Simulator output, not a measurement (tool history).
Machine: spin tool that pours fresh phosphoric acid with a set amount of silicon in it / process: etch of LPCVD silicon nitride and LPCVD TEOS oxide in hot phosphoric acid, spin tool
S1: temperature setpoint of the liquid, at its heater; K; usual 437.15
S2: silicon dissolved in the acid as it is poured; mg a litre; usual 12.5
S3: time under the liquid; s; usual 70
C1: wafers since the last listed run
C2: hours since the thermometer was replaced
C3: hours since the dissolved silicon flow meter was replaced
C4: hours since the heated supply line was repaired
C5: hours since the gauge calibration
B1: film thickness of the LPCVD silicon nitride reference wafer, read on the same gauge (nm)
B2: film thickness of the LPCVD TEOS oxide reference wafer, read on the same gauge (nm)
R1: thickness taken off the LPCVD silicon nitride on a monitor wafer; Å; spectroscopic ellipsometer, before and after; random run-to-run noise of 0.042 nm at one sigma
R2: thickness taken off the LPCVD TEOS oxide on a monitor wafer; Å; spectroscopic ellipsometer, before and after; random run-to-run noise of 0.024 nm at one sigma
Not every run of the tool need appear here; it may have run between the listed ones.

{"run": 1, "hour": 0.0, "S1": 437.15, "S2": 12.5, "S3": 85, "C1": 0, "C2": 2971.8, "C3": 988, "C4": 667.2, "C5": 92.6, "B1": 30.01, "B2": 120, "R1": 78.4, "R2": 3.97}
{"run": 2, "hour": 10.2, "S1": 437.15, "S2": 12.5, "S3": 85, "C1": 119, "C2": 2982, "C3": 998.2, "C4": 677.4, "C5": 102.8, "B1": 30.03, "B2": 119.977, "R1": 79.3, "R2": 4.5}
{"run": 3, "hour": 26.7, "S1": 437.15, "S2": 12.5, "S3": 70, "C1": 192, "C2": 2998.5, "C3": 1014.7, "C4": 693.9, "C5": 119.3, "B1": 30, "B2": 120.032, "R1": 64.7, "R2": 3.22}
{"run": 4, "hour": 38.1, "S1": 437.15, "S2": 12.5, "S3": 70, "C1": 133, "C2": 3009.9, "C3": 1026.1, "C4": 705.3, "C5": 130.7, "B1": 29.99, "B2": 120.012, "R1": 64.9, "R2": 3.83}
{"run": 5, "hour": 48.6, "S1": 436.15, "S2": 6.5, "S3": 70, "C1": 122, "C2": 3020.4, "C3": 1036.6, "C4": 715.8, "C5": 141.2, "B1": 29.99, "B2": 119.985, "R1": 63.1, "R2": 3.85}
{"run": 6, "hour": 56.8, "S1": 437.15, "S2": 8.5, "S3": 70, "C1": 95, "C2": 3028.6, "C3": 1044.8, "C4": 724, "C5": 149.4, "B1": 30, "B2": 119.983, "R1": 65, "R2": 3.31}
{"run": 7, "hour": 68.3, "S1": 437.15, "S2": 9.5, "S3": 70, "C1": 134, "C2": 3040.1, "C3": 1056.3, "C4": 735.5, "C5": 160.9, "B1": 30.02, "B2": 120, "R1": 65.6, "R2": 3.43}
{"run": 8, "hour": 74.8, "S1": 437.15, "S2": 9.5, "S3": 70, "C1": 75, "C2": 3046.6, "C3": 1062.8, "C4": 742, "C5": 167.4, "B1": 30, "B2": 120.012, "R1": 64, "R2": 3.64}
{"run": 9, "hour": 82.8, "S1": 437.15, "S2": 12.5, "S3": 70, "C1": 93, "C2": 3054.6, "C3": 1070.8, "C4": 750, "C5": 175.4, "B1": 30.01, "B2": 119.994, "R1": 64.7, "R2": 3.4}
{"run": 10, "hour": 95.7, "S1": 437.15, "S2": 12.5, "S3": 70, "C1": 150, "C2": 3067.5, "C3": 1083.7, "C4": 762.9, "C5": 188.3, "B1": 29.99, "B2": 120.002, "R1": 64.8, "R2": 3.17}
{"hour": 118.1, "done": "thermometer replaced"}
{"hour": 128.7, "done": "dissolved silicon flow meter replaced"}
{"run": 11, "hour": 144.2, "S1": 436.15, "S2": 18.5, "S3": 55, "C1": 543, "C2": 26.1, "C3": 15.5, "C4": 811.4, "C5": 236.8, "B1": 29.98, "B2": 120.038, "R1": 49.8, "R2": 2.05}
{"run": 12, "hour": 154.9, "S1": 439.65, "S2": 18, "S3": 100, "C1": 125, "C2": 36.8, "C3": 26.2, "C4": 822.1, "C5": 247.5, "B1": 30.01, "B2": 119.994, "R1": 101.1, "R2": 5.81}
{"run": 13, "hour": 171.4, "S1": 439.65, "S2": 12.5, "S3": 50, "C1": 192, "C2": 53.3, "C3": 42.7, "C4": 838.6, "C5": 264, "B1": 30.01, "B2": 119.998, "R1": 50.4, "R2": 2.91}
{"run": 14, "hour": 180.7, "S1": 437.15, "S2": 12.5, "S3": 70, "C1": 108, "C2": 62.6, "C3": 52, "C4": 847.9, "C5": 273.3, "B1": 30.01, "B2": 120.036, "R1": 64.8, "R2": 3.88}
{"run": 15, "hour": 197.8, "S1": 439.15, "S2": 12.5, "S3": 70, "C1": 199, "C2": 79.7, "C3": 69.1, "C4": 865, "C5": 290.4, "B1": 30.03, "B2": 120.008, "R1": 69.3, "R2": 4.1}
{"run": 16, "hour": 209.8, "S1": 437.15, "S2": 12.5, "S3": 70, "C1": 140, "C2": 91.7, "C3": 81.1, "C4": 877, "C5": 302.4, "B1": 29.99, "B2": 119.996, "R1": 65.2, "R2": 3.53}
{"hour": 220.8, "done": "heated supply line repaired"}
{"hour": 226.5, "done": "gauge calibrated"}
{"run": 17, "hour": 227.5, "S1": 435.65, "S2": 16.5, "S3": 30, "C1": 195, "C2": 109.4, "C3": 98.8, "C4": 6.7, "C5": 1, "B1": 30.02, "B2": 119.995, "R1": 26.7, "R2": 1.2}
{"run": 18, "hour": 238.6, "S1": 437.15, "S2": 5.5, "S3": 70, "C1": 129, "C2": 120.5, "C3": 109.9, "C4": 17.8, "C5": 12.1, "B1": 30.01, "B2": 119.999, "R1": 65.2, "R2": 4.21}
{"run": 19, "hour": 253.2, "S1": 438.15, "S2": 20.5, "S3": 110, "C1": 170, "C2": 135.1, "C3": 124.5, "C4": 32.4, "C5": 26.7, "B1": 30.02, "B2": 119.982, "R1": 105.1, "R2": 4.69}

Run 20, settings as shown, results not yet in. Your forecast:
{"run": 20, "hour": 292.9, "S1": 437.15, "S2": 6.5, "S3": 95, "C1": 464, "C2": 174.8, "C3": 164.2, "C4": 72.1, "C5": 66.4, "B1": "?", "B2": "?", "R1": "?", "R2": "?"}

{"run 20": {"B1": 30.02, "B2": 119.99, "R1": 88, "R2": 5.14}}
Had the tool carried no hidden state, the very same run would have given R1 88 Å, R2 5.14 Å.
